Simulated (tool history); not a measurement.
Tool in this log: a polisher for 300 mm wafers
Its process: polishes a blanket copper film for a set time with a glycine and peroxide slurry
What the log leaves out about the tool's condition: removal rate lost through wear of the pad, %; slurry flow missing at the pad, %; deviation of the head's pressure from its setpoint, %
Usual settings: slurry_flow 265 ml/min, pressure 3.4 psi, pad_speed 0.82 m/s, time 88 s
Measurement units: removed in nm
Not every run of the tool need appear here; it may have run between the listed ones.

run    hour  slurry_flow  pressure  pad_speed  time  wafers since the last listed run  wafers polished on this pad  hours since the slurry nozzle was cleaned  hours since the head pressure was calibrated  incoming thickness of the incoming film, nm  removed
  1     0.0          290       3.4       0.82   101                                 0                          967                                      112.5                                         229.9                                       2229.5    625.3
  2   107.6          325       3.4       0.82    88                               687                         1654                                      220.1                                         337.5                                       2228.7    559.6
  3   202.6          265       3.4       0.82    88                               606                         2261                                      315.1                                         432.5                                       2183.7    555.6
      255.3  -- worn pad replaced by a new one
  4   287.8          265       3.4       0.82    88                               518                          207                                      400.3                                         517.7                                       2192.5    562.2
  5   370.0          265       3.4       0.82    88                               524                          732                                      482.5                                         599.9                                       2152.8    541.7
  6   474.5          265       3.4       0.82   105                               667                         1399                                      587.0                                         704.4                                       2209.5    637.9
      485.1  -- slurry nozzle cleaned
      756.0  -- worn pad replaced by a new one
  7   779.5          265       3.4       0.82    88                              1915                          149                                      294.4                                        1009.4                                       2195.8    513.0
      851.7  -- head pressure recalibrated
  8   880.1          265       3.4       0.82   107                               629                          779                                      395.0                                          28.4                                       2204.7    680.0
  9   951.6          265       3.4       0.82   107                               456                         1235                                      466.5                                          99.9                                       2192.6    683.2
 10  1041.7          265       3.4       0.82    88                               575                         1811                                      556.6                                         190.0                                       2167.4    552.6
     1075.6  -- slurry nozzle cleaned
 11  1100.4          265       4.1       0.96    88                               368                         2179                                       24.8                                         248.7                                       2175.8    752.9
 12  1175.7          265       3.4       0.82    88                               480                         2660                                      100.1                                         324.0                                       2170.1    551.2
     1186.2  -- worn pad replaced by a new one
 13  1277.6          335       2.4       0.68    88                               625                          583                                      202.0                                         425.9                                       2168.0    377.9
 14  1341.3          220       2.7       0.82    88                               406                          990                                      265.7                                         489.6                                       2187.0    451.1
     1576.5  -- worn pad replaced by a new one
 15  1618.8          265       3.7       0.72    88                              1746                          269                                      543.2                                         767.1                                       2188.3    514.6
 16  1701.6          295       3.4       0.82    88                               528                          798                                      626.0                                         849.9                                       2186.8    530.7
     1739.7  -- head pressure recalibrated
 17  1746.0          360       3.4       0.82    59                               270                         1069                                      670.4                                           6.3                                       2190.6    383.8
     1769.3  -- slurry nozzle cleaned
 18  1835.3          170       3.9       0.82   113                               563                         1633                                       66.0                                          95.6                                       2192.4    801.4
 19  1917.6          265       3.4       0.82    88                               525                         2158                                      148.3                                         177.9                                       2219.6    566.8
 20  2000.9          320       3.4       0.82    80                               531                         2690                                      231.6                                         261.2                                       2190.9    516.9
     2008.1  -- worn pad replaced by a new one
 21  2095.6          265       3.8       0.82   105                               579                          558                                      326.3                                         355.9                                       2208.9    729.7
 22  2132.5          300       4.3       0.90   104                               235                          794                                      363.2                                         392.8                                       2207.7    882.7
 23  2239.4          265       3.4       0.82    88                               682                         1476                                      470.1                                         499.7                                       2198.5    554.0

Forecast each of these 4 alternatives for the next run:
  A  2239.8          265       3.4       0.82    88                                 2                         1479                                      470.5                                         500.1                                       2172.8        ?
  B  2239.8          180       3.4       1.02    88                                 2                         1479                                      470.5                                         500.1                                       2172.8        ?
  C  2239.8          265       3.8       1.06   109                                 2                         1479                                      470.5                                         500.1                                       2172.8        ?
  D  2239.8          355       3.7       0.82    88                                 2                         1479                                      470.5                                         500.1                                       2172.8        ?

run  removed
  A    549.1
  B    643.5
  C    928.5
  D    599.1
What these runs would have given with no unlogged condition in the tool:
run  removed
  A    560.3
  B    657.1
  C    948.5
  D    611.5
